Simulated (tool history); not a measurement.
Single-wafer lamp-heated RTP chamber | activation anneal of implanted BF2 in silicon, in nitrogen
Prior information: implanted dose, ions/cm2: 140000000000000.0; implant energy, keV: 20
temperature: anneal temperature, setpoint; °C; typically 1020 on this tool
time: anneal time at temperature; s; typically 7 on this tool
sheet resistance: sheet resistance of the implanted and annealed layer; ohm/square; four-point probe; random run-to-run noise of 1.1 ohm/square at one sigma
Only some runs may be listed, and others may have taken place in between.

run,hour,temperature,time,"read-back reference wafer on the same gauge, sheet resistance",sheet resistance
1,0,1020,7,586.47,705.53
# hour 105.3: pyrometer window cleaned and pyrometer calibrated
2,105.8,1020,7,585.81,705.53
3,191.4,1020,7,585.15,702.9
4,296,1020,7,584.53,703.29
# hour 345.6: reflector plate cleaned
5,394.2,1020,7,583.68,702.89
# hour 436.2: pyrometer window cleaned and pyrometer calibrated
6,494.8,1020,5,582.81,704.29
7,532.1,1020,5,582.61,703.73
8,588.1,1001,7,582.06,702.91
9,668.6,1001,7,581.46,704.66
# hour 759.8: pyrometer window cleaned and pyrometer calibrated
10,764.5,1001,7,580.5,700.67
# hour 817.1: reflector plate cleaned
11,819.8,1020,7,580.05,699.66
# hour 837.5: gauge calibrated
12,874.7,1009,5,588.84,712.06
13,959,992,7,588.7,714.2
14,1046,1032,7,588.48,704.71
15,1113.6,1034,4,588.62,712.43
# hour 1153.3: pyrometer window cleaned and pyrometer calibrated
16,1167.2,1042,7,588.6,705.9
# hour 1191.9: reflector plate cleaned
17,1241,996,7,588.38,714.41
18,1313,1020,7,588.31,709.36
19,1403.6,1034,4,587.91,709.04
20,1476,1020,7,587.74,708.22
# hour 1517.5: pyrometer window cleaned and pyrometer calibrated
21,1567.5,1033,6,587.59,706.31
# hour 1620.2: reflector plate cleaned
22,1701.2,1004,9,587.03,708.09
23,1738,1020,7,586.67,706.66

Alternative continuations, all from the tool just after run 23; predict every row:
A,1738.4,1038,7,?,?
B,1738.4,1028,11,?,?
C,1738.4,1043,9,?,?

run,"read-back reference wafer on the same gauge, sheet resistance",sheet resistance
A,586.74,703.81
B,586.74,701.64
C,586.74,701.27
Stripped of hidden state, with their random variation kept, the same runs would have yielded:
run,sheet resistance
A,705.29
B,703.12
C,702.75
